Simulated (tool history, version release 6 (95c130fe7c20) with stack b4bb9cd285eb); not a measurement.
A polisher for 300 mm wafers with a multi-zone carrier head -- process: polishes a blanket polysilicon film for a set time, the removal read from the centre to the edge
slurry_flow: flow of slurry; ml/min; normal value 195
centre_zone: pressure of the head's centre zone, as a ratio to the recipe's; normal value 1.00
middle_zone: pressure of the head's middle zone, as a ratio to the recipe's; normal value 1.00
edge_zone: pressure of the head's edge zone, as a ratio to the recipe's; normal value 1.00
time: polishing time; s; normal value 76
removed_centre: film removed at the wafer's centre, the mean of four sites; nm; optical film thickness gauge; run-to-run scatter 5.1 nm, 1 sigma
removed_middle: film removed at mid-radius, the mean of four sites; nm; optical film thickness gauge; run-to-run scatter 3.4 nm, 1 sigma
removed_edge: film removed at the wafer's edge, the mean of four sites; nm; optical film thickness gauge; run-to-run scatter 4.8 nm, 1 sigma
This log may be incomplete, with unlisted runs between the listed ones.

run	hour	slurry_flow	centre_zone	middle_zone	edge_zone	time	incoming thickness of the incoming film, nm	removed_centre	removed_middle	removed_edge
1	0.0	195	1.00	1.00	1.00	76	2237.8	378.3	375.9	388.6
2	20.7	195	1.00	1.00	1.00	76	2252.0	373.3	387.7	394.9
3	47.4	195	1.00	1.00	1.00	76	2220.5	379.7	382.1	392.2
4	61.0	195	1.00	1.00	1.00	76	2207.0	379.4	378.7	390.1
# hour 73.8: worn pad replaced by a new one
5	96.9	195	1.12	1.00	1.00	76	2227.7	394.9	376.5	382.2
# hour 118.9: slurry nozzle cleaned
6	127.7	175	1.00	1.00	1.00	76	2258.0	394.4	391.9	406.9
7	158.8	170	0.92	1.00	1.00	76	2265.2	366.7	393.1	400.2
8	176.8	195	1.00	1.00	1.00	76	2214.4	389.0	400.8	407.5
9	205.8	195	1.00	0.92	1.00	100	2231.7	526.4	511.5	539.4
10	232.9	195	1.00	1.00	1.00	76	2209.1	397.8	399.8	407.8
11	252.2	195	0.92	1.10	1.00	76	2232.3	373.3	417.2	404.0
# hour 262.3: worn pad replaced by a new one
# hour 270.5: carrier head's membrane replaced by a new one
12	276.5	195	1.00	1.00	1.00	76	2233.6	385.1	395.2	400.7
# hour 292.0: centre zone pressure recalibrated
# hour 293.9: edge zone pressure recalibrated
13	294.4	195	1.00	1.00	0.97	49	2273.6	254.1	251.7	253.9
14	326.6	195	1.00	1.00	1.00	76	2240.0	392.7	388.6	396.0
15	339.2	155	1.09	1.00	0.93	84	2267.9	429.5	412.4	418.2
16	370.1	245	1.00	1.07	0.92	76	2262.6	395.9	427.7	396.1
17	402.5	220	1.00	1.00	0.95	62	2246.2	317.4	322.6	323.0
18	420.3	195	1.00	1.08	1.00	89	2237.6	444.1	469.0	469.4
# hour 433.3: worn pad replaced by a new one
19	434.7	220	0.96	1.00	1.00	76	2206.2	376.2	394.1	397.8
20	449.3	135	1.07	1.03	1.00	76	2251.2	356.9	354.2	373.0
21	474.4	175	0.95	1.00	1.00	76	2193.3	357.0	374.4	378.2
22	506.3	195	1.00	1.00	1.00	76	2258.5	372.0	379.8	399.3
23	533.6	225	1.00	1.00	1.00	76	2253.9	383.2	390.0	401.3

3 options for the next run, each taken on its own from the tool as it stands now. Forecast them:
A	534.1	195	1.00	1.00	1.00	76	2193.2	?	?	?
B	534.1	215	0.90	1.09	0.88	76	2193.2	?	?	?
C	534.1	195	1.00	1.00	1.00	93	2193.2	?	?	?

run	removed_centre	removed_middle	removed_edge
A	374.2	383.9	391.6
B	361.7	408.7	374.3
C	457.9	469.8	479.2
Without the tool's unlogged condition, the same runs would have read:
run	removed_centre	removed_middle	removed_edge
A	403.9	410.8	411.2
B	387.4	434.4	391.4
C	494.2	502.7	503.2

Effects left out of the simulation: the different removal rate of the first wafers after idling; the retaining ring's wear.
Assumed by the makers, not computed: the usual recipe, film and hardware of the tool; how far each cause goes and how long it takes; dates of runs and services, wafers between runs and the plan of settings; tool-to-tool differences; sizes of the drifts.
